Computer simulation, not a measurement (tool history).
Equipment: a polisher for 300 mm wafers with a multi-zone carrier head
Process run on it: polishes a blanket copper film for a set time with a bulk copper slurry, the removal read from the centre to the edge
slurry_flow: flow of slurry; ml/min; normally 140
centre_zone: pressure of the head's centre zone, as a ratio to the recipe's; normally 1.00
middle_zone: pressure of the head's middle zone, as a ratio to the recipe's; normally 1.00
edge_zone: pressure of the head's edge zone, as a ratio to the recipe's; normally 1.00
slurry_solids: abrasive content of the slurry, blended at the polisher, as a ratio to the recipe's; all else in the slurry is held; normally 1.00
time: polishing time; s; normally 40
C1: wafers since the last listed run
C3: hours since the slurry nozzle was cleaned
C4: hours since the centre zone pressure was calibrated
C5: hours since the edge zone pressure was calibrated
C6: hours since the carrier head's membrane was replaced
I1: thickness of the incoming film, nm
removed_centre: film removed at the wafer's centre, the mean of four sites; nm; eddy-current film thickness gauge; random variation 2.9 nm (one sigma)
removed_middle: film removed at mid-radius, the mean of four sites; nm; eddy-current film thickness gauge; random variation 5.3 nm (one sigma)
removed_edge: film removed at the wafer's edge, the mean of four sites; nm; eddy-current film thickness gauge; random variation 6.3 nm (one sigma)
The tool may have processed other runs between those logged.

{"run": 1, "hour": 0.0, "slurry_flow": 140, "centre_zone": 1.0, "middle_zone": 1.0, "edge_zone": 1.0, "slurry_solids": 1.0, "time": 40, "C1": 0, "wafers polished on this pad": 800, "C3": 30.3, "C4": 829.1, "C5": 470.6, "C6": 625.5, "I1": 3043.9, "removed_centre": 431.4, "removed_middle": 448.5, "removed_edge": 441.3}
{"hour": 6.6, "done": "centre zone pressure recalibrated"}
{"run": 2, "hour": 25.4, "slurry_flow": 140, "centre_zone": 1.0, "middle_zone": 1.0, "edge_zone": 1.0, "slurry_solids": 1.0, "time": 40, "C1": 290, "wafers polished on this pad": 1090, "C3": 55.7, "C4": 18.8, "C5": 496.0, "C6": 650.9, "I1": 3015.8, "removed_centre": 427.2, "removed_middle": 438.7, "removed_edge": 432.4}
{"run": 3, "hour": 50.3, "slurry_flow": 175, "centre_zone": 1.0, "middle_zone": 1.0, "edge_zone": 0.94, "slurry_solids": 1.0, "time": 40, "C1": 309, "wafers polished on this pad": 1399, "C3": 80.6, "C4": 43.7, "C5": 520.9, "C6": 675.8, "I1": 3037.0, "removed_centre": 443.9, "removed_middle": 451.5, "removed_edge": 437.8}
{"run": 4, "hour": 80.2, "slurry_flow": 140, "centre_zone": 1.0, "middle_zone": 1.0, "edge_zone": 1.0, "slurry_solids": 1.0, "time": 40, "C1": 371, "wafers polished on this pad": 1770, "C3": 110.5, "C4": 73.6, "C5": 550.8, "C6": 705.7, "I1": 3007.0, "removed_centre": 427.7, "removed_middle": 444.6, "removed_edge": 437.4}
{"hour": 97.3, "done": "carrier head's membrane replaced by a new one"}
{"hour": 97.6, "done": "worn pad replaced by a new one"}
{"run": 5, "hour": 109.3, "slurry_flow": 140, "centre_zone": 1.0, "middle_zone": 1.0, "edge_zone": 1.0, "slurry_solids": 1.0, "time": 40, "C1": 296, "wafers polished on this pad": 145, "C3": 139.6, "C4": 102.7, "C5": 579.9, "C6": 12.0, "I1": 3093.9, "removed_centre": 424.6, "removed_middle": 443.8, "removed_edge": 442.9}
{"hour": 112.7, "done": "edge zone pressure recalibrated"}
{"run": 6, "hour": 125.3, "slurry_flow": 140, "centre_zone": 1.0, "middle_zone": 1.0, "edge_zone": 1.0, "slurry_solids": 1.0, "time": 40, "C1": 173, "wafers polished on this pad": 319, "C3": 155.6, "C4": 118.7, "C5": 12.6, "C6": 28.0, "I1": 3052.0, "removed_centre": 428.4, "removed_middle": 436.9, "removed_edge": 453.5}
{"run": 7, "hour": 160.9, "slurry_flow": 140, "centre_zone": 1.0, "middle_zone": 1.0, "edge_zone": 1.0, "slurry_solids": 1.0, "time": 40, "C1": 441, "wafers polished on this pad": 761, "C3": 191.2, "C4": 154.3, "C5": 48.2, "C6": 63.6, "I1": 3008.6, "removed_centre": 430.7, "removed_middle": 441.6, "removed_edge": 433.6}
{"run": 8, "hour": 191.6, "slurry_flow": 140, "centre_zone": 1.1, "middle_zone": 0.91, "edge_zone": 0.9, "slurry_solids": 1.0, "time": 40, "C1": 381, "wafers polished on this pad": 1142, "C3": 221.9, "C4": 185.0, "C5": 78.9, "C6": 94.3, "I1": 3065.1, "removed_centre": 473.1, "removed_middle": 402.0, "removed_edge": 409.1}
{"run": 9, "hour": 212.0, "slurry_flow": 140, "centre_zone": 1.0, "middle_zone": 1.0, "edge_zone": 0.96, "slurry_solids": 1.0, "time": 31, "C1": 253, "wafers polished on this pad": 1395, "C3": 242.3, "C4": 205.4, "C5": 99.3, "C6": 114.7, "I1": 3088.5, "removed_centre": 327.9, "removed_middle": 336.2, "removed_edge": 337.3}
{"run": 10, "hour": 231.3, "slurry_flow": 140, "centre_zone": 0.91, "middle_zone": 1.0, "edge_zone": 1.0, "slurry_solids": 1.0, "time": 52, "C1": 239, "wafers polished on this pad": 1635, "C3": 261.6, "C4": 224.7, "C5": 118.6, "C6": 134.0, "I1": 3014.6, "removed_centre": 500.8, "removed_middle": 560.9, "removed_edge": 565.4}
{"run": 11, "hour": 250.6, "slurry_flow": 165, "centre_zone": 1.0, "middle_zone": 1.0, "edge_zone": 1.0, "slurry_solids": 1.0, "time": 40, "C1": 239, "wafers polished on this pad": 1874, "C3": 280.9, "C4": 244.0, "C5": 137.9, "C6": 153.3, "I1": 3115.5, "removed_centre": 440.6, "removed_middle": 443.2, "removed_edge": 446.7}
{"run": 12, "hour": 266.0, "slurry_flow": 140, "centre_zone": 1.0, "middle_zone": 1.0, "edge_zone": 0.93, "slurry_solids": 0.75, "time": 35, "C1": 191, "wafers polished on this pad": 2065, "C3": 296.3, "C4": 259.4, "C5": 153.3, "C6": 168.7, "I1": 3088.1, "removed_centre": 354.3, "removed_middle": 365.4, "removed_edge": 353.1}
{"hour": 281.4, "done": "worn pad replaced by a new one"}
{"run": 13, "hour": 282.7, "slurry_flow": 95, "centre_zone": 1.0, "middle_zone": 0.97, "edge_zone": 0.89, "slurry_solids": 1.0, "time": 36, "C1": 157, "wafers polished on this pad": 16, "C3": 313.0, "C4": 276.1, "C5": 170.0, "C6": 185.4, "I1": 3111.1, "removed_centre": 348.2, "removed_middle": 360.2, "removed_edge": 357.1}
{"run": 14, "hour": 318.0, "slurry_flow": 100, "centre_zone": 1.0, "middle_zone": 1.08, "edge_zone": 1.0, "slurry_solids": 1.0, "time": 40, "C1": 438, "wafers polished on this pad": 454, "C3": 348.3, "C4": 311.4, "C5": 205.3, "C6": 220.7, "I1": 3040.9, "removed_centre": 396.0, "removed_middle": 435.5, "removed_edge": 417.5}
{"run": 15, "hour": 354.0, "slurry_flow": 120, "centre_zone": 1.0, "middle_zone": 1.0, "edge_zone": 1.0, "slurry_solids": 1.0, "time": 40, "C1": 446, "wafers polished on this pad": 901, "C3": 384.3, "C4": 347.4, "C5": 241.3, "C6": 256.7, "I1": 3062.3, "removed_centre": 403.0, "removed_middle": 415.5, "removed_edge": 420.4}
{"run": 16, "hour": 377.1, "slurry_flow": 110, "centre_zone": 0.88, "middle_zone": 1.0, "edge_zone": 1.0, "slurry_solids": 1.0, "time": 44, "C1": 286, "wafers polished on this pad": 1188, "C3": 407.4, "C4": 370.5, "C5": 264.4, "C6": 279.8, "I1": 3045.6, "removed_centre": 385.7, "removed_middle": 448.2, "removed_edge": 462.0}
{"hour": 458.9, "done": "worn pad replaced by a new one"}
{"run": 17, "hour": 479.4, "slurry_flow": 140, "centre_zone": 1.0, "middle_zone": 1.0, "edge_zone": 1.0, "slurry_solids": 0.75, "time": 40, "C1": 1220, "wafers polished on this pad": 254, "C3": 509.7, "C4": 472.8, "C5": 366.7, "C6": 382.1, "I1": 3051.4, "removed_centre": 397.8, "removed_middle": 399.5, "removed_edge": 421.3}
{"hour": 490.0, "done": "slurry nozzle cleaned"}
{"run": 18, "hour": 505.0, "slurry_flow": 140, "centre_zone": 1.0, "middle_zone": 1.1, "edge_zone": 1.0, "slurry_solids": 1.1, "time": 40, "C1": 305, "wafers polished on this pad": 560, "C3": 15.0, "C4": 498.4, "C5": 392.3, "C6": 407.7, "I1": 3107.1, "removed_centre": 437.7, "removed_middle": 485.8, "removed_edge": 450.2}
{"run": 19, "hour": 518.4, "slurry_flow": 155, "centre_zone": 1.0, "middle_zone": 1.09, "edge_zone": 1.0, "slurry_solids": 1.0, "time": 40, "C1": 166, "wafers polished on this pad": 726, "C3": 28.4, "C4": 511.8, "C5": 405.7, "C6": 421.1, "I1": 3035.1, "removed_centre": 440.4, "removed_middle": 481.8, "removed_edge": 448.7}
{"run": 20, "hour": 536.8, "slurry_flow": 140, "centre_zone": 1.0, "middle_zone": 0.91, "edge_zone": 0.93, "slurry_solids": 1.2, "time": 35, "C1": 228, "wafers polished on this pad": 954, "C3": 46.8, "C4": 530.2, "C5": 424.1, "C6": 439.5, "I1": 3060.0, "removed_centre": 387.4, "removed_middle": 370.1, "removed_edge": 395.6}

Branching from run 20: 5 alternative next runs. What would each branch give?
{"run": "A", "hour": 537.2, "slurry_flow": 140, "centre_zone": 1.0, "middle_zone": 1.0, "edge_zone": 1.0, "slurry_solids": 1.0, "time": 40, "C1": 4, "wafers polished on this pad": 959, "C3": 47.2, "C4": 530.6, "C5": 424.5, "C6": 439.9, "I1": 3043.0, "removed_centre": "?", "removed_middle": "?", "removed_edge": "?"}
{"run": "B", "hour": 537.2, "slurry_flow": 140, "centre_zone": 1.0, "middle_zone": 1.0, "edge_zone": 1.0, "slurry_solids": 1.0, "time": 53, "C1": 4, "wafers polished on this pad": 959, "C3": 47.2, "C4": 530.6, "C5": 424.5, "C6": 439.9, "I1": 3043.0, "removed_centre": "?", "removed_middle": "?", "removed_edge": "?"}
{"run": "C", "hour": 537.2, "slurry_flow": 140, "centre_zone": 1.0, "middle_zone": 1.07, "edge_zone": 1.0, "slurry_solids": 1.1, "time": 40, "C1": 4, "wafers polished on this pad": 959, "C3": 47.2, "C4": 530.6, "C5": 424.5, "C6": 439.9, "I1": 3043.0, "removed_centre": "?", "removed_middle": "?", "removed_edge": "?"}
{"run": "D", "hour": 537.2, "slurry_flow": 140, "centre_zone": 1.0, "middle_zone": 1.0, "edge_zone": 0.92, "slurry_solids": 1.0, "time": 46, "C1": 4, "wafers polished on this pad": 959, "C3": 47.2, "C4": 530.6, "C5": 424.5, "C6": 439.9, "I1": 3043.0, "removed_centre": "?", "removed_middle": "?", "removed_edge": "?"}
{"run": "E", "hour": 537.2, "slurry_flow": 140, "centre_zone": 1.0, "middle_zone": 1.0, "edge_zone": 1.0, "slurry_solids": 1.15, "time": 40, "C1": 4, "wafers polished on this pad": 959, "C3": 47.2, "C4": 530.6, "C5": 424.5, "C6": 439.9, "I1": 3043.0, "removed_centre": "?", "removed_middle": "?", "removed_edge": "?"}

run=A removed_centre=426.6 removed_middle=434.4 removed_edge=441.2
run=B removed_centre=565.3 removed_middle=575.6 removed_edge=584.6
run=C removed_centre=434.1 removed_middle=468.0 removed_edge=448.3
run=D removed_centre=490.6 removed_middle=499.7 removed_edge=487.7
run=E removed_centre=437.4 removed_middle=445.4 removed_edge=452.3
Stripped of hidden state, with their random variation kept, the same runs would have yielded:
run=A removed_centre=429.4 removed_middle=436.9 removed_edge=443.0
run=B removed_centre=569.0 removed_middle=578.9 removed_edge=587.0
run=C removed_centre=437.0 removed_middle=470.7 removed_edge=450.1
run=D removed_centre=493.8 removed_middle=502.5 removed_edge=489.7
run=E removed_centre=440.3 removed_middle=448.0 removed_edge=454.2
